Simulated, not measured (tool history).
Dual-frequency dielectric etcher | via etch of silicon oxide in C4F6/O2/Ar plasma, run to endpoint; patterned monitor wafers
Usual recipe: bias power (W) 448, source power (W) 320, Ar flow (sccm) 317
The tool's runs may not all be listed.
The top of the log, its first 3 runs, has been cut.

| run | day | bias power (W) | source power (W) | Ar flow (sccm) | incoming incoming film thickness, nm | endpoint time (s) |
|---|---|---|---|---|---|---|
|  | 9.692 | upper electrode replaced |
|  | 10.267 | wet clean of the chamber |
|  | 10.933 | source power generator calibrated |
| 4 | 11.071 | 409 | 320 | 271 | 83.0 | 22.5 |
| 5 | 13.058 | 448 | 320 | 317 | 82.1 | 21.4 |
| 6 | 15.092 | 448 | 320 | 317 | 82.5 | 21.6 |
| 7 | 16.525 | 448 | 320 | 317 | 81.5 | 21.0 |
| 8 | 19.354 | 448 | 320 | 317 | 82.5 | 21.4 |
| 9 | 21.979 | 448 | 320 | 317 | 82.3 | 20.9 |
| 10 | 23.608 | 448 | 320 | 317 | 81.9 | 20.9 |
| 11 | 25.054 | 448 | 320 | 262 | 82.0 | 20.4 |
| 12 | 26.929 | 360 | 290 | 317 | 81.9 | 23.3 |
| 13 | 29.604 | 448 | 320 | 317 | 82.3 | 20.2 |
| 14 | 30.971 | 479 | 320 | 317 | 81.4 | 19.8 |
|  | 32.288 | wet clean of the chamber |
|  | 32.529 | bias power generator calibrated |
| 15 | 33.175 | 363 | 320 | 285 | 82.1 | 22.9 |
| 16 | 34.917 | 416 | 320 | 290 | 82.6 | 21.8 |
| 17 | 36.512 | 363 | 300 | 382 | 82.1 | 23.7 |
| 18 | 38.479 | 419 | 360 | 263 | 81.4 | 20.2 |
| 19 | 40.871 | 368 | 300 | 317 | 81.7 | 23.2 |
| 20 | 42.542 | 374 | 300 | 355 | 81.8 | 23.1 |
| 21 | 44.542 | 503 | 300 | 317 | 81.8 | 20.3 |
|  | 45.671 | Ar flow controller replaced |
| 22 | 45.796 | 368 | 300 | 317 | 82.8 | 23.1 |

For run 23, what comes out?
| 23 | 47.904 | 493 | 350 | 276 | 81.1 | ? |

For run 23 the tool returned endpoint time (s) 18.7.
On a tool with no hidden condition, and with the same random variation, this run would have come out at endpoint time (s) 19.5.
